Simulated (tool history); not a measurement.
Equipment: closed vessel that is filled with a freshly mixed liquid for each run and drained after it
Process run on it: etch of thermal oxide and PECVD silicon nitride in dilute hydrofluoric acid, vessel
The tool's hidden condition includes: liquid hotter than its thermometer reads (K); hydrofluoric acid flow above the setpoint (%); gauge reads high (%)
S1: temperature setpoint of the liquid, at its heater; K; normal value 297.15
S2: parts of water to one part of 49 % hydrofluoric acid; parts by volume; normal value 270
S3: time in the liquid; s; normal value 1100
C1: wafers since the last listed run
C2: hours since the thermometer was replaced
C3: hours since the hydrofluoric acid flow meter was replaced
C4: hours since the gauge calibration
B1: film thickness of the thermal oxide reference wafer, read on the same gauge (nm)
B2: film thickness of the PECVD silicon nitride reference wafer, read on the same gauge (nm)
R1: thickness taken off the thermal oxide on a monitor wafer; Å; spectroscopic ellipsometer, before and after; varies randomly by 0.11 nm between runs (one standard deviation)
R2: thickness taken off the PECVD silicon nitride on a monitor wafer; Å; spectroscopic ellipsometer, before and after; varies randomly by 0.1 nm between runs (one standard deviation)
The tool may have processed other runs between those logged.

run,day,S1,S2,S3,C1,C2,C3,C4,B1,B2,R1,R2
1,0.000,295.15,330,1100,0,1586.7,1894.5,127.9,150.00,100.01,118.3,205.0
2,1.733,295.15,330,1100,2589,1628.3,1936.1,169.5,150.01,100.02,117.9,204.2
3,3.362,295.15,330,1100,2433,1667.4,1975.2,208.6,149.98,99.99,118.0,207.0
4,6.158,297.15,225,1100,4176,1734.5,2042.3,275.7,149.99,99.99,208.4,340.5
5,14.450,297.15,270,1100,12386,1933.5,2241.3,474.7,149.99,100.02,164.4,289.2
# day 15.742: hydrofluoric acid flow meter replaced
6,17.425,293.15,270,1100,4381,2004.9,40.4,546.1,150.02,100.00,144.2,226.6
7,18.583,297.15,165,1100,1730,2032.7,68.2,573.9,150.01,100.02,306.2,476.3
8,20.271,297.15,270,1100,2520,2073.2,108.7,614.4,149.99,100.02,167.4,292.0
9,21.325,297.15,270,1100,1574,2098.5,134.0,639.7,150.04,100.01,168.2,291.0
10,22.825,293.15,325,1100,2240,2134.5,170.0,675.7,149.96,99.98,113.9,190.3
11,23.854,295.65,360,735,1537,2159.2,194.7,700.4,150.01,99.99,72.4,134.4
# day 24.504: thermometer replaced
12,25.267,297.15,370,1575,2047,18.3,228.6,734.3,150.02,99.99,147.7,266.7
# day 27.683: gauge calibrated
13,28.246,292.65,340,445,4450,89.8,300.1,13.5,149.98,100.02,39.9,62.9
14,29.829,297.15,325,1100,2365,127.8,338.1,51.5,149.98,100.03,121.3,214.6
15,31.062,297.15,270,1555,1842,157.4,367.7,81.1,150.00,100.03,220.7,364.7
16,32.342,297.15,230,1605,1910,188.1,398.4,111.8,150.04,100.01,277.8,442.4
17,35.225,297.15,270,1100,4307,257.3,467.6,181.0,150.04,99.97,156.1,258.3

Here are 4 independent what-if runs from the current tool condition. What would each one return?
A,35.267,297.15,270,1100,62,258.3,468.6,182.0,?,?,?,?
B,35.267,299.15,385,1100,62,258.3,468.6,182.0,?,?,?,?
C,35.267,300.15,390,1435,62,258.3,468.6,182.0,?,?,?,?
D,35.267,292.15,345,1100,62,258.3,468.6,182.0,?,?,?,?

run,B1,B2,R1,R2
A,149.98,100.00,157.0,262.1
B,149.98,100.00,105.2,207.0
C,149.98,100.00,139.2,282.3
D,149.98,100.00,96.0,151.1
With the hidden condition removed and each run's random variation left untouched, the same runs would have given:
run,R1,R2
A,153.8,252.9
B,103.2,200.1
C,136.6,273.1
D,94.0,145.7
